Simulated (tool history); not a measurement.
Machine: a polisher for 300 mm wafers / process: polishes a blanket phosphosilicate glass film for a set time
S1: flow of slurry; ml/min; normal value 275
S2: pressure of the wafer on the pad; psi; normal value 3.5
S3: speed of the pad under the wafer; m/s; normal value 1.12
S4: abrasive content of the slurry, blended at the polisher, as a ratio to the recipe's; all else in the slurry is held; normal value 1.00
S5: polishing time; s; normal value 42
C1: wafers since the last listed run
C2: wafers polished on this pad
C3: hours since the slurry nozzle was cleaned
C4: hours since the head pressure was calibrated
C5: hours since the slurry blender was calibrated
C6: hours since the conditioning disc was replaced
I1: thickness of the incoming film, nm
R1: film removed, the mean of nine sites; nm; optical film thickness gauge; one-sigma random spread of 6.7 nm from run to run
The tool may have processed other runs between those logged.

run    hour   S1   S2    S3    S4  S5    C1    C2     C3      C4     C5     C6      I1     R1
  1     0.0  275  3.5  1.12  1.00  42     0  5009  447.1   525.2  100.4  170.5  4082.2  430.3
  2    42.4  275  3.5  1.12  1.20  42   499  5509  489.5   567.6  142.8  212.9  4033.0  462.0
  3    83.2  275  3.5  0.86  1.00  38   480  5989  530.3   608.4  183.6  253.7  4045.2  312.4
  4   162.7  275  3.5  1.12  1.15  50   936  6926  609.8   687.9  263.1  333.2  4039.1  526.3
      251.7  -- slurry nozzle cleaned, repeated, since the last time left the tool worse
      262.1  -- worn pad replaced by a new one
  5   270.6  275  3.5  1.12  1.00  42  1212    99   18.9   795.8  371.0  441.1  4080.7  479.4
  6   331.0  275  3.5  0.76  1.00  42   711   811   79.3   856.2  431.4  501.5  4102.1  349.5
  7   372.3  275  4.4  1.12  1.00  46   486  1298  120.6   897.5  472.7  542.8  4091.1  625.5
  8   433.0  275  3.5  1.12  1.00  42   715  2013  181.3   958.2  533.4  603.5  4062.2  464.4
      505.4  -- conditioning disc replaced and pad reconditioned
  9   538.3  210  2.9  1.12  1.00  42  1217  3230  286.6  1063.5  638.7   32.9  4152.8  400.8
      568.8  -- slurry blender recalibrated
 10   602.6  275  3.5  1.12  1.15  42   734  3965  350.9  1127.8   33.8   97.2  4130.2  509.5
 11   664.4  230  3.5  1.12  1.00  49   728  4693  412.7  1189.6   95.6  159.0  4127.9  533.9
      812.5  -- head pressure recalibrated
 12   889.0  190  3.5  1.12  1.00  38  2623  7316  637.3    76.5  320.2  383.6  4129.4  396.5
      922.6  -- slurry nozzle cleaned
 13   977.4  275  3.5  1.12  1.00  42  1029  8346   54.8   164.9  408.6  472.0  4098.8  469.3
     1012.6  -- worn pad replaced by a new one
 14  1070.1  275  3.5  1.12  1.00  42  1045   677  147.5   257.6  501.3  564.7  4086.4  477.3
 15  1118.2  200  4.5  1.12  1.25  42   566  1244  195.6   305.7  549.4  612.8  4117.1  622.8
 16  1163.1  275  4.2  1.12  1.00  33   529  1773  240.5   350.6  594.3  657.7  4142.4  425.3
     1201.9  -- slurry blender recalibrated
 17  1210.7  245  3.5  1.12  1.00  33   537  2310  288.1   398.2    8.8  705.3  4098.4  365.7
     1219.5  -- conditioning disc replaced and pad reconditioned
 18  1300.3  275  3.5  0.74  1.00  42  1032  3343  377.7   487.8   98.4   80.8  4124.2  335.3
 19  1340.8  230  3.5  1.12  1.00  42   477  3820  418.2   528.3  138.9  121.3  4138.0  460.4
 20  1381.3  215  4.6  1.52  1.00  55   477  4297  458.7   568.8  179.4  161.8  4080.2  955.6
     1602.3  -- slurry nozzle cleaned
 21  1605.9  275  3.0  0.76  1.00  56  2635  6932    3.6   793.4  404.0  386.4  4073.2  401.8
 22  1660.5  365  3.5  1.12  1.00  48   643  7576   58.2   848.0  458.6  441.0  4077.9  558.7
 23  1716.9  275  3.5  1.12  1.00  42   664  8240  114.6   904.4  515.0  497.4  4050.3  467.2
 24  1797.5  275  3.5  1.12  1.00  42   949  9190  195.2   985.0  595.6  578.0  4094.3  476.9
     1818.2  -- worn pad replaced by a new one
     1947.3  -- slurry blender recalibrated
     1991.6  -- conditioning disc replaced and pad reconditioned
 25  1996.1  275  3.5  1.12  1.00  32  2246  2049  393.8  1183.6   48.8    4.5  4030.4  357.1

How would selected steps in R1 from run to run divide? Give the signed amount a tool lacking its hidden state would still show from settings, what came in and random variation, and the signed amount left for the hidden state, including any gauge scatter that is not in both of the compared results.
Hidden state present: removal rate lost through wear of the pad, %; slurry flow missing at the pad, %; deviation of the head's pressure from its setpoint, %; abrasive missing from the slurry, %; time polished since the conditioner stopped cutting, s.
Run 3 -> 4: S3 0.86 -> 1.12, S4 1.00 -> 1.15, S5 38 -> 50. R1 +213.9 nm: hidden state -29.7, all else +243.6.
Run 4 -> 5: S4 1.15 -> 1.00, S5 50 -> 42, slurry nozzle cleaned, repeated, since the last time left the tool worse, worn pad replaced by a new one. R1 -46.9 nm: hidden state +63.6, all else -110.5.
Run 19 -> 20: S1 230 -> 215, S2 3.5 -> 4.6, S3 1.12 -> 1.52, S5 42 -> 55. R1 +495.2 nm: hidden state -10.2, all else +505.4.
Run 20 -> 21: S1 215 -> 275, S2 4.6 -> 3.0, S3 1.52 -> 0.76, S5 55 -> 56, slurry nozzle cleaned. R1 -553.8 nm: hidden state +16.4, all else -570.2.

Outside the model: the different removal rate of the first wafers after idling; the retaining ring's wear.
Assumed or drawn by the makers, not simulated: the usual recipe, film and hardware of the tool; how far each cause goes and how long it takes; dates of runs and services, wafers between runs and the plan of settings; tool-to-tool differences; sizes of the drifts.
